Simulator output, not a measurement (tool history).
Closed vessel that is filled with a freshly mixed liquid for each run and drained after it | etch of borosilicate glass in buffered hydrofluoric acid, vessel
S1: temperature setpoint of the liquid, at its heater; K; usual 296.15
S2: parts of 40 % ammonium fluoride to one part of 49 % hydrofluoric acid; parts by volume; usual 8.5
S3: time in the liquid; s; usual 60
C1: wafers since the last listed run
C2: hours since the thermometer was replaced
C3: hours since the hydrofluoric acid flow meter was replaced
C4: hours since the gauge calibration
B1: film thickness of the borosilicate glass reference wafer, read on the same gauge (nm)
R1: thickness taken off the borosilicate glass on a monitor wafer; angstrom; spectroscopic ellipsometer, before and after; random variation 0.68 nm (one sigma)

{"run": 1, "hour": 0.0, "S1": 298.65, "S2": 8.5, "S3": 60, "C1": 0, "C2": 1676.2, "C3": 2105.5, "C4": 332.3, "B1": 120.0, "R1": 991.5}
{"run": 2, "hour": 17.1, "S1": 296.15, "S2": 8.5, "S3": 70, "C1": 1099, "C2": 1693.3, "C3": 2122.6, "C4": 349.4, "B1": 120.02, "R1": 1016.9}
{"run": 3, "hour": 28.6, "S1": 296.15, "S2": 8.5, "S3": 70, "C1": 739, "C2": 1704.8, "C3": 2134.1, "C4": 360.9, "B1": 120.0, "R1": 1012.7}
{"run": 4, "hour": 40.3, "S1": 296.15, "S2": 8.5, "S3": 70, "C1": 752, "C2": 1716.5, "C3": 2145.8, "C4": 372.6, "B1": 120.01, "R1": 1008.3}
{"run": 5, "hour": 49.8, "S1": 296.15, "S2": 8.5, "S3": 50, "C1": 610, "C2": 1726.0, "C3": 2155.3, "C4": 382.1, "B1": 120.0, "R1": 728.8}
{"run": 6, "hour": 67.2, "S1": 296.15, "S2": 8.5, "S3": 50, "C1": 1118, "C2": 1743.4, "C3": 2172.7, "C4": 399.5, "B1": 120.01, "R1": 726.3}
{"run": 7, "hour": 80.5, "S1": 299.65, "S2": 8.5, "S3": 75, "C1": 855, "C2": 1756.7, "C3": 2186.0, "C4": 412.8, "B1": 120.0, "R1": 1302.7}
{"run": 8, "hour": 87.3, "S1": 299.65, "S2": 8.5, "S3": 75, "C1": 437, "C2": 1763.5, "C3": 2192.8, "C4": 419.6, "B1": 119.98, "R1": 1314.1}
{"hour": 89.4, "done": "thermometer replaced"}
{"run": 9, "hour": 103.1, "S1": 296.15, "S2": 8.5, "S3": 35, "C1": 951, "C2": 13.7, "C3": 2208.6, "C4": 435.4, "B1": 119.97, "R1": 502.8}
{"hour": 106.3, "done": "gauge calibrated"}
{"run": 10, "hour": 115.3, "S1": 296.15, "S2": 8.5, "S3": 35, "C1": 784, "C2": 25.9, "C3": 2220.8, "C4": 9.0, "B1": 119.98, "R1": 504.4}
{"run": 11, "hour": 122.2, "S1": 291.65, "S2": 8.5, "S3": 60, "C1": 443, "C2": 32.8, "C3": 2227.7, "C4": 15.9, "B1": 119.99, "R1": 684.5}
{"run": 12, "hour": 133.6, "S1": 296.15, "S2": 8.5, "S3": 95, "C1": 733, "C2": 44.2, "C3": 2239.1, "C4": 27.3, "B1": 119.99, "R1": 1372.8}
{"run": 13, "hour": 144.4, "S1": 291.65, "S2": 11.5, "S3": 95, "C1": 694, "C2": 55.0, "C3": 2249.9, "C4": 38.1, "B1": 120.0, "R1": 790.9}
{"hour": 153.8, "done": "hydrofluoric acid flow meter replaced"}
{"run": 14, "hour": 160.6, "S1": 296.15, "S2": 10.0, "S3": 50, "C1": 977, "C2": 71.2, "C3": 6.8, "C4": 54.3, "B1": 120.0, "R1": 710.9}
{"run": 15, "hour": 175.1, "S1": 296.15, "S2": 8.5, "S3": 60, "C1": 932, "C2": 85.7, "C3": 21.3, "C4": 68.8, "B1": 120.0, "R1": 982.2}
{"run": 16, "hour": 191.0, "S1": 297.65, "S2": 10.5, "S3": 85, "C1": 1022, "C2": 101.6, "C3": 37.2, "C4": 84.7, "B1": 119.99, "R1": 1250.7}
{"run": 17, "hour": 206.3, "S1": 299.15, "S2": 6.5, "S3": 60, "C1": 983, "C2": 116.9, "C3": 52.5, "C4": 100.0, "B1": 120.01, "R1": 1497.7}
{"run": 18, "hour": 214.3, "S1": 293.15, "S2": 5.5, "S3": 30, "C1": 514, "C2": 124.9, "C3": 60.5, "C4": 108.0, "B1": 120.0, "R1": 637.3}
{"run": 19, "hour": 227.9, "S1": 296.15, "S2": 8.5, "S3": 60, "C1": 874, "C2": 138.5, "C3": 74.1, "C4": 121.6, "B1": 120.01, "R1": 955.4}
{"run": 20, "hour": 234.1, "S1": 293.15, "S2": 12.0, "S3": 60, "C1": 398, "C2": 144.7, "C3": 80.3, "C4": 127.8, "B1": 120.0, "R1": 602.4}
{"run": 21, "hour": 240.7, "S1": 298.65, "S2": 7.0, "S3": 95, "C1": 424, "C2": 151.3, "C3": 86.9, "C4": 134.4, "B1": 120.01, "R1": 2161.4}
{"run": 22, "hour": 254.6, "S1": 301.15, "S2": 6.0, "S3": 45, "C1": 893, "C2": 165.2, "C3": 100.8, "C4": 148.3, "B1": 120.01, "R1": 1357.3}
{"run": 23, "hour": 272.0, "S1": 296.15, "S2": 11.5, "S3": 90, "C1": 1118, "C2": 182.6, "C3": 118.2, "C4": 165.7, "B1": 119.99, "R1": 1098.9}
{"run": 24, "hour": 278.4, "S1": 292.65, "S2": 8.5, "S3": 60, "C1": 411, "C2": 189.0, "C3": 124.6, "C4": 172.1, "B1": 119.99, "R1": 797.3}
{"run": 25, "hour": 290.4, "S1": 296.15, "S2": 8.5, "S3": 60, "C1": 771, "C2": 201.0, "C3": 136.6, "C4": 184.1, "B1": 119.99, "R1": 962.6}
{"run": 26, "hour": 298.8, "S1": 294.15, "S2": 11.0, "S3": 80, "C1": 540, "C2": 209.4, "C3": 145.0, "C4": 192.5, "B1": 119.99, "R1": 925.6}
{"run": 27, "hour": 314.2, "S1": 296.15, "S2": 8.5, "S3": 45, "C1": 990, "C2": 224.8, "C3": 160.4, "C4": 207.9, "B1": 120.0, "R1": 724.1}
{"run": 28, "hour": 324.5, "S1": 296.15, "S2": 8.5, "S3": 60, "C1": 662, "C2": 235.1, "C3": 170.7, "C4": 218.2, "B1": 120.01, "R1": 953.3}
{"run": 29, "hour": 337.9, "S1": 296.15, "S2": 8.5, "S3": 60, "C1": 861, "C2": 248.5, "C3": 184.1, "C4": 231.6, "B1": 119.99, "R1": 967.1}
{"run": 30, "hour": 344.7, "S1": 300.65, "S2": 10.0, "S3": 60, "C1": 437, "C2": 255.3, "C3": 190.9, "C4": 238.4, "B1": 119.99, "R1": 1087.2}
{"run": 31, "hour": 351.0, "S1": 298.65, "S2": 5.5, "S3": 60, "C1": 405, "C2": 261.6, "C3": 197.2, "C4": 244.7, "B1": 120.01, "R1": 1711.7}
{"run": 32, "hour": 366.8, "S1": 298.15, "S2": 6.5, "S3": 40, "C1": 1015, "C2": 277.4, "C3": 213.0, "C4": 260.5, "B1": 119.98, "R1": 956.0}
{"run": 33, "hour": 383.8, "S1": 298.15, "S2": 8.5, "S3": 60, "C1": 1093, "C2": 294.4, "C3": 230.0, "C4": 277.5, "B1": 119.99, "R1": 1074.3}

The same runs without the tool's hidden state, with the same run-to-run variation:
The hidden state here: liquid hotter than its thermometer reads (K); hydrofluoric acid flow below the setpoint (%); gauge reads high (%).
run=1 R1=1113.7
run=2 R1=1143.3
run=3 R1=1139.3
run=4 R1=1134.9
run=5 R1=820.6
run=6 R1=818.5
run=7 R1=1468.4
run=8 R1=1481.7
run=9 R1=567.5
run=10 R1=569.7
run=11 R1=773.5
run=12 R1=1551.6
run=13 R1=917.6
run=14 R1=712.7
run=15 R1=985.9
run=16 R1=1256.0
run=17 R1=1504.7
run=18 R1=640.6
run=19 R1=962.3
run=20 R1=606.5
run=21 R1=2178.7
run=22 R1=1367.2
run=23 R1=1108.9
run=24 R1=805.8
run=25 R1=973.6
run=26 R1=935.6
run=27 R1=733.6
run=28 R1=966.5
run=29 R1=981.3
run=30 R1=1101.9
run=31 R1=1733.2
run=32 R1=968.9
run=33 R1=1093.4
